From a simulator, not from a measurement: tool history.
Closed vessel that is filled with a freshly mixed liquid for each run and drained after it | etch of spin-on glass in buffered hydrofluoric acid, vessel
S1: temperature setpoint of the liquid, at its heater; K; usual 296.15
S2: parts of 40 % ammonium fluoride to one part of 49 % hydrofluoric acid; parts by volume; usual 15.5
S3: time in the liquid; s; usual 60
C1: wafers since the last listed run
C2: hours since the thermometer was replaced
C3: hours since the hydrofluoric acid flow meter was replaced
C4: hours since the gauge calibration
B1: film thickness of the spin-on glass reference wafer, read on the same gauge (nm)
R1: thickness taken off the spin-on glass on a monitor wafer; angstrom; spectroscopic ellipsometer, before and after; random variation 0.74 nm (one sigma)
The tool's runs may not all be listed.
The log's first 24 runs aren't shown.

At hour 258.3: gauge calibrated.
Run 25, hour 270.5: usual settings but S1 300.65 K, S2 11 parts by volume; C1 1889; C2 218.6; C3 23.8; C4 12.2; B1 140.01. Result: R1 1684.2 angstrom.
Run 26, hour 285.3: usual settings; C1 1982; C2 233.4; C3 38.6; C4 27; B1 140. Result: R1 942.1 angstrom.
Run 27, hour 303.4: usual settings but S2 17.5 parts by volume; C1 2425; C2 251.5; C3 56.7; C4 45.1; B1 139.96. Result: R1 836.3 angstrom.
Run 28, hour 313.9: usual settings but S3 80 s; C1 1406; C2 262; C3 67.2; C4 55.6; B1 140.02. Result: R1 1269.9 angstrom.
Run 29, hour 324.2: usual settings but S2 12 parts by volume; C1 1380; C2 272.3; C3 77.5; C4 65.9; B1 139.96. Result: R1 1221.2 angstrom.
Run 30, hour 334.7: usual settings; C1 1406; C2 282.8; C3 88; C4 76.4; B1 140.01. Result: R1 945.8 angstrom.
Run 31, hour 345.4: usual settings; C1 1433; C2 293.5; C3 98.7; C4 87.1; B1 140. Result: R1 934.4 angstrom.
Run 32, hour 358.2: usual settings but S2 21 parts by volume; C1 1715; C2 306.3; C3 111.5; C4 99.9; B1 139.96. Result: R1 723.7 angstrom.

Forecast each of these 5 alternatives for the next run:
Run A, hour 358.9: usual settings; C1 93; C2 307; C3 112.2; C4 100.6; B1 ?. Result: R1 ?.
Run B, hour 358.9: usual settings but S1 294.65 K, S2 13.5 parts by volume, S3 80 s; C1 93; C2 307; C3 112.2; C4 100.6; B1 ?. Result: R1 ?.
Run C, hour 358.9: usual settings but S1 291.65 K, S2 19 parts by volume, S3 70 s; C1 93; C2 307; C3 112.2; C4 100.6; B1 ?. Result: R1 ?.
Run D, hour 358.9: usual settings but S2 19 parts by volume; C1 93; C2 307; C3 112.2; C4 100.6; B1 ?. Result: R1 ?.
Run E, hour 358.9: usual settings but S1 291.15 K; C1 93; C2 307; C3 112.2; C4 100.6; B1 ?. Result: R1 ?.

run      B1      R1
  A  140.01   946.4
  B  140.01  1330.8
  C  140.01   703.4
  D  140.01   774.5
  E  140.01   716.5
Without the tool's hidden state the same runs would have given:
run      R1
  A   914.8
  B  1285.9
  C   679.1
  D   748.5
  E   691.7
